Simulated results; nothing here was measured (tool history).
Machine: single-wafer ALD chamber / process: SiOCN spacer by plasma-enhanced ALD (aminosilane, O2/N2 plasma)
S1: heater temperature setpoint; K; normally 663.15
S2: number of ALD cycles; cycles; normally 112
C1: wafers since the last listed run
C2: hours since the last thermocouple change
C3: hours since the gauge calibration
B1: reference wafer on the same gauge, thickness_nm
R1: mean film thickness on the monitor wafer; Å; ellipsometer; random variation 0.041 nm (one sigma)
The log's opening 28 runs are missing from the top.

run 29 hour=2595.1 | S1=655.15 S2=121 | C1=282 C2=333.1 C3=434.9 | B1=5.946 | R1=76.41
run 30 hour=2664.1 | S1=654.15 S2=112 | C1=213 C2=402.1 C3=503.9 | B1=5.949 | R1=70.67
run 31 hour=2740.9 | S1=663.15 S2=126 | C1=237 C2=478.9 C3=580.7 | B1=5.953 | R1=78.90
run 32 hour=2793.4 | S1=663.15 S2=112 | C1=162 C2=531.4 C3=633.2 | B1=5.952 | R1=70.47
run 33 hour=2861.2 | S1=658.15 S2=96 | C1=209 C2=599.2 C3=701.0 | B1=5.952 | R1=60.28
run 34 hour=2935.1 | S1=654.15 S2=96 | C1=228 C2=673.1 C3=774.9 | B1=5.949 | R1=60.80
run 35 hour=3012.3 | S1=677.15 S2=118 | C1=238 C2=750.3 C3=852.1 | B1=5.961 | R1=73.46
run 36 hour=3058.1 | S1=657.15 S2=112 | C1=141 C2=796.1 C3=897.9 | B1=5.967 | R1=70.78
run 37 hour=3148.4 | S1=668.15 S2=124 | C1=279 C2=886.4 C3=988.2 | B1=5.944 | R1=77.67
run 38 hour=3188.7 | S1=663.15 S2=112 | C1=124 C2=926.7 C3=1028.5 | B1=5.943 | R1=70.64
run 39 hour=3287.2 | S1=657.15 S2=120 | C1=304 C2=1025.2 C3=1127.0 | B1=5.949 | R1=76.20

Each row is a separate what-if for the run after 39, all from the same tool condition, not one after another. Results?
run A hour=3287.8 | S1=652.15 S2=112 | C1=1 C2=1025.8 C3=1127.6 | B1=? | R1=?
run B hour=3287.8 | S1=667.15 S2=125 | C1=1 C2=1025.8 C3=1127.6 | B1=? | R1=?
run C hour=3287.8 | S1=654.15 S2=133 | C1=1 C2=1025.8 C3=1127.6 | B1=? | R1=?

run=A B1=5.942 R1=70.63
run=B B1=5.942 R1=78.83
run=C B1=5.942 R1=83.87
Without the tool's unlogged condition, the same runs would have read:
run=A R1=70.63
run=B R1=78.83
run=C R1=83.87
